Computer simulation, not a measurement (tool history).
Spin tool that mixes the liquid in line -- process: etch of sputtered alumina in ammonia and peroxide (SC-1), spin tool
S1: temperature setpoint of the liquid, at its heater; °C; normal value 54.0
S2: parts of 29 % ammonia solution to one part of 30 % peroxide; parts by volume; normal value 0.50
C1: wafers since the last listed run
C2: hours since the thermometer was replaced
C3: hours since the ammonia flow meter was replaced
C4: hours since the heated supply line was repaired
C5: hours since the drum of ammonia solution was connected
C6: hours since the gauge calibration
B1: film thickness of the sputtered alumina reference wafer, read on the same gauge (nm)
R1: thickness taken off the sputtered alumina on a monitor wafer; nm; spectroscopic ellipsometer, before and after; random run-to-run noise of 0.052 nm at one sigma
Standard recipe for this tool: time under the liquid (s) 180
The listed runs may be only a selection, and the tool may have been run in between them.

run 1 hour=0.0 | S1=54.0 S2=0.50 time_under_the_liquid_(s)=180 | C1=0 C2=1477.8 C3=1501.2 C4=2024.0 C5=129.6 C6=77.1 | B1=100.02 | R1=11.94
run 2 hour=15.1 | S1=54.0 S2=0.50 time_under_the_liquid_(s)=180 | C1=73 C2=1492.9 C3=1516.3 C4=2039.1 C5=144.7 C6=92.2 | B1=99.97 | R1=12.00
run 3 hour=23.5 | S1=54.0 S2=0.50 time_under_the_liquid_(s)=180 | C1=40 C2=1501.3 C3=1524.7 C4=2047.5 C5=153.1 C6=100.6 | B1=99.99 | R1=11.90
run 4 hour=35.7 | S1=54.0 S2=0.50 time_under_the_liquid_(s)=180 | C1=59 C2=1513.5 C3=1536.9 C4=2059.7 C5=165.3 C6=112.8 | B1=100.00 | R1=11.95
run 5 hour=47.8 | S1=54.0 S2=0.50 time_under_the_liquid_(s)=180 | C1=58 C2=1525.6 C3=1549.0 C4=2071.8 C5=177.4 C6=124.9 | B1=100.00 | R1=11.99
run 6 hour=55.1 | S1=54.0 S2=0.50 time_under_the_liquid_(s)=180 | C1=35 C2=1532.9 C3=1556.3 C4=2079.1 C5=184.7 C6=132.2 | B1=100.01 | R1=12.05
run 7 hour=62.2 | S1=54.0 S2=0.50 time_under_the_liquid_(s)=180 | C1=34 C2=1540.0 C3=1563.4 C4=2086.2 C5=191.8 C6=139.3 | B1=99.96 | R1=11.94
run 8 hour=77.9 | S1=54.0 S2=0.50 time_under_the_liquid_(s)=180 | C1=76 C2=1555.7 C3=1579.1 C4=2101.9 C5=207.5 C6=155.0 | B1=100.01 | R1=11.87
-- hour=80.6 thermometer replaced
run 9 hour=93.7 | S1=54.0 S2=0.50 time_under_the_liquid_(s)=180 | C1=71 C2=13.1 C3=1594.9 C4=2117.7 C5=223.3 C6=170.8 | B1=99.99 | R1=10.75
run 10 hour=100.7 | S1=54.0 S2=0.50 time_under_the_liquid_(s)=180 | C1=33 C2=20.1 C3=1601.9 C4=2124.7 C5=230.3 C6=177.8 | B1=100.03 | R1=10.66
run 11 hour=109.4 | S1=54.0 S2=0.50 time_under_the_liquid_(s)=180 | C1=42 C2=28.8 C3=1610.6 C4=2133.4 C5=239.0 C6=186.5 | B1=99.99 | R1=10.84
run 12 hour=118.8 | S1=46.0 S2=0.35 time_under_the_liquid_(s)=115 | C1=45 C2=38.2 C3=1620.0 C4=2142.8 C5=248.4 C6=195.9 | B1=99.97 | R1=4.27
run 13 hour=133.4 | S1=45.0 S2=0.50 time_under_the_liquid_(s)=210 | C1=70 C2=52.8 C3=1634.6 C4=2157.4 C5=263.0 C6=210.5 | B1=100.05 | R1=7.61
run 14 hour=141.1 | S1=59.0 S2=0.25 time_under_the_liquid_(s)=90 | C1=37 C2=60.5 C3=1642.3 C4=2165.1 C5=270.7 C6=218.2 | B1=100.03 | R1=6.56
run 15 hour=150.6 | S1=54.0 S2=0.35 time_under_the_liquid_(s)=180 | C1=46 C2=70.0 C3=1651.8 C4=2174.6 C5=280.2 C6=227.7 | B1=100.00 | R1=10.46
-- hour=159.8 heated supply line repaired
run 16 hour=160.7 | S1=48.5 S2=0.40 time_under_the_liquid_(s)=280 | C1=44 C2=80.1 C3=1661.9 C4=0.9 C5=290.3 C6=237.8 | B1=99.98 | R1=12.23
-- hour=171.2 ammonia flow meter replaced
run 17 hour=171.7 | S1=54.0 S2=0.50 time_under_the_liquid_(s)=130 | C1=48 C2=91.1 C3=0.5 C4=11.9 C5=301.3 C6=248.8 | B1=99.97 | R1=7.77
run 18 hour=188.8 | S1=60.5 S2=0.70 time_under_the_liquid_(s)=95 | C1=82 C2=108.2 C3=17.6 C4=29.0 C5=318.4 C6=265.9 | B1=100.02 | R1=8.26
-- hour=193.0 new drum of ammonia solution connected
-- hour=195.8 gauge calibrated
run 19 hour=202.4 | S1=54.0 S2=0.50 time_under_the_liquid_(s)=180 | C1=61 C2=121.8 C3=31.2 C4=42.6 C5=9.4 C6=6.6 | B1=100.02 | R1=10.83
run 20 hour=208.8 | S1=54.0 S2=0.50 time_under_the_liquid_(s)=180 | C1=31 C2=128.2 C3=37.6 C4=49.0 C5=15.8 C6=13.0 | B1=100.00 | R1=10.87
run 21 hour=222.5 | S1=54.0 S2=0.50 time_under_the_liquid_(s)=180 | C1=66 C2=141.9 C3=51.3 C4=62.7 C5=29.5 C6=26.7 | B1=100.01 | R1=10.80
run 22 hour=239.2 | S1=54.0 S2=0.50 time_under_the_liquid_(s)=180 | C1=80 C2=158.6 C3=68.0 C4=79.4 C5=46.2 C6=43.4 | B1=100.00 | R1=10.86
run 23 hour=245.9 | S1=48.5 S2=0.65 time_under_the_liquid_(s)=265 | C1=32 C2=165.3 C3=74.7 C4=86.1 C5=52.9 C6=50.1 | B1=100.00 | R1=12.22
run 24 hour=252.1 | S1=54.0 S2=0.50 time_under_the_liquid_(s)=180 | C1=30 C2=171.5 C3=80.9 C4=92.3 C5=59.1 C6=56.3 | B1=99.99 | R1=10.84

Below are 5 alternative next runs, each starting from the tool's condition after run 24. Predict each:
run A hour=252.6 | S1=54.0 S2=0.50 time_under_the_liquid_(s)=180 | C1=2 C2=172.0 C3=81.4 C4=92.8 C5=59.6 C6=56.8 | B1=? | R1=?
run B hour=252.6 | S1=54.0 S2=0.50 time_under_the_liquid_(s)=85 | C1=2 C2=172.0 C3=81.4 C4=92.8 C5=59.6 C6=56.8 | B1=? | R1=?
run C hour=252.6 | S1=46.5 S2=0.50 time_under_the_liquid_(s)=180 | C1=2 C2=172.0 C3=81.4 C4=92.8 C5=59.6 C6=56.8 | B1=? | R1=?
run D hour=252.6 | S1=54.0 S2=0.30 time_under_the_liquid_(s)=125 | C1=2 C2=172.0 C3=81.4 C4=92.8 C5=59.6 C6=56.8 | B1=? | R1=?
run E hour=252.6 | S1=49.0 S2=0.50 time_under_the_liquid_(s)=180 | C1=2 C2=172.0 C3=81.4 C4=92.8 C5=59.6 C6=56.8 | B1=? | R1=?

run=A B1=100.02 R1=10.90
run=B B1=100.02 R1=5.15
run=C B1=100.02 R1=7.24
run=D B1=100.02 R1=7.21
run=E B1=100.02 R1=8.32
Had the tool no hidden state, the same runs would have come out as:
run=A R1=10.55
run=B R1=4.98
run=C R1=6.99
run=D R1=6.98
run=E R1=8.04
